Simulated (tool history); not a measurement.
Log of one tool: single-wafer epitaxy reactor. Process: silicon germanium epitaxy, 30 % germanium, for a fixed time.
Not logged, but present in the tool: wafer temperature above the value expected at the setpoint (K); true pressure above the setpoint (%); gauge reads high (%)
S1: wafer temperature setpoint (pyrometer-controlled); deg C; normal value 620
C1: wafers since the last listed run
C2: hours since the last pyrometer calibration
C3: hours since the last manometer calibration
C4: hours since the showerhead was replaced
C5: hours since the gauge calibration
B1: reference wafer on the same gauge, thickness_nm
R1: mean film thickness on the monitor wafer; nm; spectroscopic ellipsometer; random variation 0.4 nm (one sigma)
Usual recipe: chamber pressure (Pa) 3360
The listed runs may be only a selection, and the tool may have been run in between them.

run 1 hour=0 | S1=620 chamber_pressure_(Pa)=3013 | C1=0 C2=1341 C3=2129.7 C4=5849.2 C5=626.4 | B1=98.183 | R1=86.085
run 2 hour=44 | S1=616 chamber_pressure_(Pa)=3360 | C1=760 C2=1385 C3=2173.7 C4=5893.2 C5=670.4 | B1=98.093 | R1=83.376
run 3 hour=76.6 | S1=610 chamber_pressure_(Pa)=3360 | C1=563 C2=1417.6 C3=2206.3 C4=5925.8 C5=703 | B1=98.052 | R1=74.69
run 4 hour=125.5 | S1=620 chamber_pressure_(Pa)=3360 | C1=844 C2=1466.5 C3=2255.2 C4=5974.7 C5=751.9 | B1=97.998 | R1=90.02
run 5 hour=156.1 | S1=623 chamber_pressure_(Pa)=3360 | C1=528 C2=1497.1 C3=2285.8 C4=6005.3 C5=782.5 | B1=98.044 | R1=96.128
run 6 hour=200.4 | S1=623 chamber_pressure_(Pa)=3360 | C1=765 C2=1541.4 C3=2330.1 C4=6049.6 C5=826.8 | B1=98.091 | R1=95.689
run 7 hour=259.1 | S1=623 chamber_pressure_(Pa)=3360 | C1=1014 C2=1600.1 C3=2388.8 C4=6108.3 C5=885.5 | B1=98.105 | R1=95.324
-- hour=406.6 capacitance manometer re-zeroed and calibrated
-- hour=421.8 showerhead replaced
run 8 hour=449 | S1=620 chamber_pressure_(Pa)=3360 | C1=3004 C2=1790 C3=42.4 C4=27.2 C5=1075.4 | B1=98.032 | R1=89.822
run 9 hour=474.2 | S1=620 chamber_pressure_(Pa)=3360 | C1=435 C2=1815.2 C3=67.6 C4=52.4 C5=1100.6 | B1=98.108 | R1=89.95
-- hour=501.4 gauge calibrated
run 10 hour=543.3 | S1=620 chamber_pressure_(Pa)=3360 | C1=1193 C2=1884.3 C3=136.7 C4=121.5 C5=41.9 | B1=98.202 | R1=90.484
run 11 hour=582.2 | S1=620 chamber_pressure_(Pa)=3933 | C1=672 C2=1923.2 C3=175.6 C4=160.4 C5=80.8 | B1=98.136 | R1=97.179
run 12 hour=626 | S1=616 chamber_pressure_(Pa)=2653 | C1=756 C2=1967 C3=219.4 C4=204.2 C5=124.6 | B1=98.044 | R1=76.931
run 13 hour=657 | S1=620 chamber_pressure_(Pa)=3360 | C1=535 C2=1998 C3=250.4 C4=235.2 C5=155.6 | B1=98.162 | R1=89.762
-- hour=695.5 pyrometer calibrated
run 14 hour=726.7 | S1=631 chamber_pressure_(Pa)=3360 | C1=1066 C2=31.2 C3=320.1 C4=304.9 C5=225.3 | B1=98.053 | R1=102.411
run 15 hour=754 | S1=620 chamber_pressure_(Pa)=3066 | C1=471 C2=58.5 C3=347.4 C4=332.2 C5=252.6 | B1=98.099 | R1=80.822
run 16 hour=779.6 | S1=620 chamber_pressure_(Pa)=3360 | C1=442 C2=84.1 C3=373 C4=357.8 C5=278.2 | B1=97.996 | R1=84.333
run 17 hour=827.1 | S1=620 chamber_pressure_(Pa)=3360 | C1=820 C2=131.6 C3=420.5 C4=405.3 C5=325.7 | B1=98.039 | R1=84.57
run 18 hour=887.2 | S1=610 chamber_pressure_(Pa)=3773 | C1=1038 C2=191.7 C3=480.6 C4=465.4 C5=385.8 | B1=98.099 | R1=73.322
run 19 hour=929.5 | S1=629 chamber_pressure_(Pa)=3733 | C1=730 C2=234 C3=522.9 C4=507.7 C5=428.1 | B1=98.083 | R1=105.804
run 20 hour=985.8 | S1=635 chamber_pressure_(Pa)=3786 | C1=972 C2=290.3 C3=579.2 C4=564 C5=484.4 | B1=98.115 | R1=119.467
run 21 hour=1052.6 | S1=612 chamber_pressure_(Pa)=3733 | C1=1154 C2=357.1 C3=646 C4=630.8 C5=551.2 | B1=98.15 | R1=78.047

Consider 4 possible next runs. They are alternatives, not a sequence: every one starts from the tool as it was left by run 21. What does each give?
run A hour=1053 | S1=612 chamber_pressure_(Pa)=3360 | C1=6 C2=357.5 C3=646.4 C4=631.2 C5=551.6 | B1=? | R1=?
run B hour=1053 | S1=630 chamber_pressure_(Pa)=4173 | C1=6 C2=357.5 C3=646.4 C4=631.2 C5=551.6 | B1=? | R1=?
run C hour=1053 | S1=625 chamber_pressure_(Pa)=2973 | C1=6 C2=357.5 C3=646.4 C4=631.2 C5=551.6 | B1=? | R1=?
run D hour=1053 | S1=610 chamber_pressure_(Pa)=2653 | C1=6 C2=357.5 C3=646.4 C4=631.2 C5=551.6 | B1=? | R1=?

run=A B1=98.197 R1=74.172
run=B B1=98.197 R1=113.736
run=C B1=98.197 R1=90.394
run=D B1=98.197 R1=64.866
Stripped of hidden state, with their random variation kept, the same runs would have yielded:
run=A R1=72.031
run=B R1=110.591
run=C R1=87.865
run=D R1=62.984

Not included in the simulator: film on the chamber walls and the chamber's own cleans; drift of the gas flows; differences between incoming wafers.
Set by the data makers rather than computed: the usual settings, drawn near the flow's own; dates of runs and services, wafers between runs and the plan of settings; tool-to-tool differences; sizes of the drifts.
